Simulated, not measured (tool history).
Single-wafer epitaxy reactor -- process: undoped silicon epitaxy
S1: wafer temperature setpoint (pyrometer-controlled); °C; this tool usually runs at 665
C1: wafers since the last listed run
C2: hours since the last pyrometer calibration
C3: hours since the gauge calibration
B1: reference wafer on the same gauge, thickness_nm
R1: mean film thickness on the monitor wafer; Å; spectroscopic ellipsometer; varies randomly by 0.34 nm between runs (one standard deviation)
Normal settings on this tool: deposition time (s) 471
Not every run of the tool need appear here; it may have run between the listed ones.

{"run": 1, "hour": 0.0, "S1": 665, "deposition time (s)": 471, "C1": 0, "C2": 54.5, "C3": 1127.4, "B1": 116.063, "R1": 1055.8}
{"run": 2, "hour": 21.8, "S1": 665, "deposition time (s)": 471, "C1": 56, "C2": 76.3, "C3": 1149.2, "B1": 116.022, "R1": 1055.49}
{"run": 3, "hour": 39.2, "S1": 665, "deposition time (s)": 503, "C1": 45, "C2": 93.7, "C3": 1166.6, "B1": 115.983, "R1": 1129.21}
{"run": 4, "hour": 88.3, "S1": 665, "deposition time (s)": 503, "C1": 127, "C2": 142.8, "C3": 1215.7, "B1": 115.94, "R1": 1139.73}
{"run": 5, "hour": 118.9, "S1": 665, "deposition time (s)": 471, "C1": 79, "C2": 173.4, "C3": 1246.3, "B1": 115.95, "R1": 1058.39}
{"run": 6, "hour": 150.9, "S1": 665, "deposition time (s)": 471, "C1": 83, "C2": 205.4, "C3": 1278.3, "B1": 115.935, "R1": 1063.7}
{"run": 7, "hour": 174.1, "S1": 661, "deposition time (s)": 471, "C1": 60, "C2": 228.6, "C3": 1301.5, "B1": 115.942, "R1": 985.63}
{"run": 8, "hour": 197.7, "S1": 657, "deposition time (s)": 398, "C1": 61, "C2": 252.2, "C3": 1325.1, "B1": 116.08, "R1": 766.31}
{"run": 9, "hour": 231.3, "S1": 657, "deposition time (s)": 398, "C1": 87, "C2": 285.8, "C3": 1358.7, "B1": 116.081, "R1": 769.39}
{"run": 10, "hour": 262.4, "S1": 665, "deposition time (s)": 471, "C1": 80, "C2": 316.9, "C3": 1389.8, "B1": 116.003, "R1": 1074.57}
{"run": 11, "hour": 275.3, "S1": 665, "deposition time (s)": 471, "C1": 33, "C2": 329.8, "C3": 1402.7, "B1": 116.004, "R1": 1072.86}
{"run": 12, "hour": 308.7, "S1": 665, "deposition time (s)": 471, "C1": 86, "C2": 363.2, "C3": 1436.1, "B1": 115.923, "R1": 1069.51}
{"run": 13, "hour": 344.0, "S1": 665, "deposition time (s)": 471, "C1": 91, "C2": 398.5, "C3": 1471.4, "B1": 116.001, "R1": 1072.45}
{"run": 14, "hour": 359.3, "S1": 665, "deposition time (s)": 471, "C1": 39, "C2": 413.8, "C3": 1486.7, "B1": 116.017, "R1": 1074.08}
{"run": 15, "hour": 374.0, "S1": 665, "deposition time (s)": 471, "C1": 38, "C2": 428.5, "C3": 1501.4, "B1": 115.886, "R1": 1076.53}
{"run": 16, "hour": 408.0, "S1": 665, "deposition time (s)": 502, "C1": 88, "C2": 462.5, "C3": 1535.4, "B1": 116.058, "R1": 1142.79}
{"run": 17, "hour": 440.1, "S1": 665, "deposition time (s)": 502, "C1": 83, "C2": 494.6, "C3": 1567.5, "B1": 116.049, "R1": 1149.74}
{"run": 18, "hour": 473.1, "S1": 665, "deposition time (s)": 502, "C1": 85, "C2": 527.6, "C3": 1600.5, "B1": 116.129, "R1": 1153.03}
{"run": 19, "hour": 505.9, "S1": 665, "deposition time (s)": 471, "C1": 85, "C2": 560.4, "C3": 1633.3, "B1": 116.115, "R1": 1083.29}
{"run": 20, "hour": 534.2, "S1": 665, "deposition time (s)": 471, "C1": 73, "C2": 588.7, "C3": 1661.6, "B1": 116.015, "R1": 1084.16}
{"run": 21, "hour": 563.1, "S1": 665, "deposition time (s)": 471, "C1": 74, "C2": 617.6, "C3": 1690.5, "B1": 116.022, "R1": 1084.33}
{"hour": 568.2, "done": "gauge calibrated"}
{"run": 22, "hour": 584.2, "S1": 665, "deposition time (s)": 471, "C1": 54, "C2": 638.7, "C3": 16.0, "B1": 116.046, "R1": 1079.79}
{"run": 23, "hour": 619.0, "S1": 665, "deposition time (s)": 471, "C1": 90, "C2": 673.5, "C3": 50.8, "B1": 115.96, "R1": 1089.05}
{"run": 24, "hour": 653.7, "S1": 657, "deposition time (s)": 561, "C1": 90, "C2": 708.2, "C3": 85.5, "B1": 115.987, "R1": 1107.87}
{"run": 25, "hour": 712.2, "S1": 653, "deposition time (s)": 438, "C1": 151, "C2": 766.7, "C3": 144.0, "B1": 116.043, "R1": 800.58}
{"run": 26, "hour": 726.0, "S1": 654, "deposition time (s)": 397, "C1": 35, "C2": 780.5, "C3": 157.8, "B1": 115.981, "R1": 737.16}
{"run": 27, "hour": 750.2, "S1": 652, "deposition time (s)": 421, "C1": 62, "C2": 804.7, "C3": 182.0, "B1": 116.008, "R1": 749.93}
{"run": 28, "hour": 785.4, "S1": 665, "deposition time (s)": 406, "C1": 91, "C2": 839.9, "C3": 217.2, "B1": 116.021, "R1": 944.74}
{"run": 29, "hour": 811.8, "S1": 655, "deposition time (s)": 471, "C1": 68, "C2": 866.3, "C3": 243.6, "B1": 116.036, "R1": 898.42}
{"run": 30, "hour": 839.8, "S1": 665, "deposition time (s)": 471, "C1": 72, "C2": 894.3, "C3": 271.6, "B1": 116.114, "R1": 1098.9}
{"run": 31, "hour": 863.8, "S1": 673, "deposition time (s)": 400, "C1": 62, "C2": 918.3, "C3": 295.6, "B1": 116.018, "R1": 1101.96}
{"hour": 918.1, "done": "pyrometer calibrated"}
{"run": 32, "hour": 956.5, "S1": 653, "deposition time (s)": 540, "C1": 219, "C2": 38.4, "C3": 388.3, "B1": 115.846, "R1": 943.38}
{"run": 33, "hour": 982.6, "S1": 670, "deposition time (s)": 471, "C1": 67, "C2": 64.5, "C3": 414.4, "B1": 116.018, "R1": 1159.9}
{"run": 34, "hour": 1014.0, "S1": 665, "deposition time (s)": 503, "C1": 81, "C2": 95.9, "C3": 445.8, "B1": 115.883, "R1": 1125.53}
{"run": 35, "hour": 1035.2, "S1": 676, "deposition time (s)": 471, "C1": 55, "C2": 117.1, "C3": 467.0, "B1": 115.952, "R1": 1309.04}
{"run": 36, "hour": 1049.7, "S1": 653, "deposition time (s)": 544, "C1": 37, "C2": 131.6, "C3": 481.5, "B1": 116.027, "R1": 953.89}
{"run": 37, "hour": 1082.5, "S1": 650, "deposition time (s)": 499, "C1": 85, "C2": 164.4, "C3": 514.3, "B1": 115.97, "R1": 818.46}
{"run": 38, "hour": 1101.4, "S1": 656, "deposition time (s)": 508, "C1": 49, "C2": 183.3, "C3": 533.2, "B1": 115.995, "R1": 952.61}
{"run": 39, "hour": 1136.0, "S1": 665, "deposition time (s)": 503, "C1": 89, "C2": 217.9, "C3": 567.8, "B1": 115.92, "R1": 1121.77}
{"run": 40, "hour": 1152.9, "S1": 653, "deposition time (s)": 438, "C1": 43, "C2": 234.8, "C3": 584.7, "B1": 116.008, "R1": 774.08}
{"run": 41, "hour": 1177.6, "S1": 672, "deposition time (s)": 387, "C1": 64, "C2": 259.5, "C3": 609.4, "B1": 116.007, "R1": 1002.81}
{"run": 42, "hour": 1204.4, "S1": 659, "deposition time (s)": 517, "C1": 69, "C2": 286.3, "C3": 636.2, "B1": 115.98, "R1": 1031.99}
{"run": 43, "hour": 1218.0, "S1": 665, "deposition time (s)": 471, "C1": 35, "C2": 299.9, "C3": 649.8, "B1": 116.032, "R1": 1055.06}
{"run": 44, "hour": 1299.1, "S1": 679, "deposition time (s)": 443, "C1": 210, "C2": 381.0, "C3": 730.9, "B1": 115.944, "R1": 1327.65}
{"run": 45, "hour": 1381.3, "S1": 655, "deposition time (s)": 513, "C1": 213, "C2": 463.2, "C3": 813.1, "B1": 115.995, "R1": 951.46}
{"run": 46, "hour": 1406.4, "S1": 671, "deposition time (s)": 399, "C1": 65, "C2": 488.3, "C3": 838.2, "B1": 116.048, "R1": 1020.65}

The tool's hidden state at each run:
gauge reads high (%): 0 at every run
H1: wafer temperature above the value expected at the setpoint (K)
run=1 H1=0.289
run=2 H1=0.345
run=3 H1=0.389
run=4 H1=0.514
run=5 H1=0.592
run=6 H1=0.674
run=7 H1=0.733
run=8 H1=0.793
run=9 H1=0.879
run=10 H1=0.958
run=11 H1=0.991
run=12 H1=1.08
run=13 H1=1.17
run=14 H1=1.2
run=15 H1=1.24
run=16 H1=1.33
run=17 H1=1.41
run=18 H1=1.49
run=19 H1=1.58
run=20 H1=1.65
run=21 H1=1.72
run=22 H1=1.78
run=23 H1=1.87
run=24 H1=1.95
run=25 H1=2.1
run=26 H1=2.14
run=27 H1=2.2
run=28 H1=2.29
run=29 H1=2.36
run=30 H1=2.43
run=31 H1=2.49
run=32 H1=-0.0605
run=33 H1=0.00598
run=34 H1=0.086
run=35 H1=0.14
run=36 H1=0.177
run=37 H1=0.261
run=38 H1=0.309
run=39 H1=0.397
run=40 H1=0.44
run=41 H1=0.503
run=42 H1=0.571
run=43 H1=0.606
run=44 H1=0.813
run=45 H1=1.02
run=46 H1=1.09
